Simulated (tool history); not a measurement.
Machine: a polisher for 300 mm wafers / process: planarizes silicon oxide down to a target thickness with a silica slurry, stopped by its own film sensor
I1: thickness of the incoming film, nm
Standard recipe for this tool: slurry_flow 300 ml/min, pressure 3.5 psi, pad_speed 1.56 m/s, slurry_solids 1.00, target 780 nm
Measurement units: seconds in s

{"run": 1, "hour": 0.0, "slurry_flow": 300, "pressure": 3.5, "pad_speed": 1.56, "slurry_solids": 1.0, "target": 780, "I1": 1183.0, "seconds": 141.9}
{"run": 2, "hour": 7.9, "slurry_flow": 300, "pressure": 3.5, "pad_speed": 1.22, "slurry_solids": 1.0, "target": 780, "I1": 1188.6, "seconds": 170.7}
{"run": 3, "hour": 21.1, "slurry_flow": 300, "pressure": 3.5, "pad_speed": 1.56, "slurry_solids": 1.0, "target": 780, "I1": 1155.0, "seconds": 131.4}
{"hour": 26.0, "done": "head pressure recalibrated"}
{"run": 4, "hour": 29.2, "slurry_flow": 220, "pressure": 3.5, "pad_speed": 1.56, "slurry_solids": 1.0, "target": 822, "I1": 1173.1, "seconds": 130.6}
{"run": 5, "hour": 39.6, "slurry_flow": 220, "pressure": 3.5, "pad_speed": 1.56, "slurry_solids": 1.0, "target": 822, "I1": 1162.8, "seconds": 129.2}
{"run": 6, "hour": 47.1, "slurry_flow": 220, "pressure": 3.5, "pad_speed": 1.56, "slurry_solids": 1.0, "target": 822, "I1": 1176.5, "seconds": 135.3}
{"run": 7, "hour": 58.8, "slurry_flow": 300, "pressure": 3.5, "pad_speed": 1.56, "slurry_solids": 1.0, "target": 847, "I1": 1168.3, "seconds": 120.3}
{"run": 8, "hour": 76.7, "slurry_flow": 300, "pressure": 3.5, "pad_speed": 1.56, "slurry_solids": 1.0, "target": 847, "I1": 1165.6, "seconds": 117.2}
{"hour": 83.3, "done": "conditioning disc replaced and pad reconditioned"}
{"hour": 90.1, "done": "worn pad replaced by a new one"}
{"run": 9, "hour": 92.9, "slurry_flow": 210, "pressure": 2.6, "pad_speed": 1.56, "slurry_solids": 0.8, "target": 780, "I1": 1168.7, "seconds": 232.3}
{"run": 10, "hour": 101.0, "slurry_flow": 375, "pressure": 3.5, "pad_speed": 1.56, "slurry_solids": 1.0, "target": 903, "I1": 1165.9, "seconds": 98.1}
{"hour": 102.1, "done": "slurry nozzle cleaned"}
{"run": 11, "hour": 144.4, "slurry_flow": 300, "pressure": 3.5, "pad_speed": 1.56, "slurry_solids": 1.0, "target": 832, "I1": 1177.1, "seconds": 129.2}
{"run": 12, "hour": 150.9, "slurry_flow": 300, "pressure": 3.5, "pad_speed": 1.56, "slurry_solids": 1.0, "target": 780, "I1": 1156.6, "seconds": 147.0}
{"run": 13, "hour": 161.8, "slurry_flow": 395, "pressure": 3.5, "pad_speed": 1.56, "slurry_solids": 0.8, "target": 780, "I1": 1168.3, "seconds": 167.3}
{"hour": 175.5, "done": "slurry blender recalibrated"}
{"run": 14, "hour": 178.5, "slurry_flow": 300, "pressure": 3.5, "pad_speed": 1.56, "slurry_solids": 1.1, "target": 780, "I1": 1172.5, "seconds": 121.4}
{"run": 15, "hour": 189.7, "slurry_flow": 240, "pressure": 3.1, "pad_speed": 1.56, "slurry_solids": 1.2, "target": 780, "I1": 1193.9, "seconds": 148.8}
{"run": 16, "hour": 198.5, "slurry_flow": 300, "pressure": 3.5, "pad_speed": 1.56, "slurry_solids": 1.0, "target": 780, "I1": 1183.9, "seconds": 135.9}
{"run": 17, "hour": 206.0, "slurry_flow": 300, "pressure": 2.6, "pad_speed": 1.12, "slurry_solids": 1.0, "target": 780, "I1": 1179.0, "seconds": 224.1}
{"hour": 214.1, "done": "worn pad replaced by a new one"}
{"run": 18, "hour": 223.4, "slurry_flow": 405, "pressure": 3.5, "pad_speed": 2.1, "slurry_solids": 1.0, "target": 780, "I1": 1181.2, "seconds": 116.4}
{"run": 19, "hour": 235.5, "slurry_flow": 300, "pressure": 3.5, "pad_speed": 1.98, "slurry_solids": 0.75, "target": 780, "I1": 1174.9, "seconds": 142.9}
{"run": 20, "hour": 251.6, "slurry_flow": 300, "pressure": 3.5, "pad_speed": 1.08, "slurry_solids": 1.0, "target": 677, "I1": 1175.6, "seconds": 225.8}
{"run": 21, "hour": 265.9, "slurry_flow": 395, "pressure": 3.5, "pad_speed": 1.56, "slurry_solids": 0.8, "target": 780, "I1": 1183.9, "seconds": 167.0}
{"run": 22, "hour": 276.1, "slurry_flow": 300, "pressure": 3.5, "pad_speed": 1.56, "slurry_solids": 0.7, "target": 671, "I1": 1200.9, "seconds": 239.7}
{"run": 23, "hour": 283.6, "slurry_flow": 355, "pressure": 3.5, "pad_speed": 1.1, "slurry_solids": 1.1, "target": 780, "I1": 1179.7, "seconds": 175.2}
{"run": 24, "hour": 290.5, "slurry_flow": 300, "pressure": 2.4, "pad_speed": 1.56, "slurry_solids": 1.0, "target": 780, "I1": 1179.6, "seconds": 212.2}
{"run": 25, "hour": 302.3, "slurry_flow": 300, "pressure": 3.5, "pad_speed": 1.56, "slurry_solids": 1.0, "target": 816, "I1": 1173.1, "seconds": 132.3}

What if the next run were any one of these 5? Each begins from the tool's condition after run 25:
{"run": "A", "hour": 302.8, "slurry_flow": 300, "pressure": 3.5, "pad_speed": 1.56, "slurry_solids": 1.0, "target": 780, "I1": 1187.9, "seconds": "?"}
{"run": "B", "hour": 302.8, "slurry_flow": 370, "pressure": 3.5, "pad_speed": 1.8, "slurry_solids": 1.0, "target": 780, "I1": 1187.9, "seconds": "?"}
{"run": "C", "hour": 302.8, "slurry_flow": 300, "pressure": 3.9, "pad_speed": 1.56, "slurry_solids": 1.0, "target": 690, "I1": 1187.9, "seconds": "?"}
{"run": "D", "hour": 302.8, "slurry_flow": 300, "pressure": 2.9, "pad_speed": 1.56, "slurry_solids": 1.0, "target": 780, "I1": 1187.9, "seconds": "?"}
{"run": "E", "hour": 302.8, "slurry_flow": 365, "pressure": 3.0, "pad_speed": 1.56, "slurry_solids": 1.2, "target": 780, "I1": 1187.9, "seconds": "?"}

run=A seconds=156.5
run=B seconds=140.9
run=C seconds=171.4
run=D seconds=188.9
run=E seconds=163.2
Stripped of hidden state, with their random variation kept, the same runs would have yielded:
run=A seconds=131.2
run=B seconds=118.2
run=C seconds=143.8
run=D seconds=158.4
run=E seconds=139.1
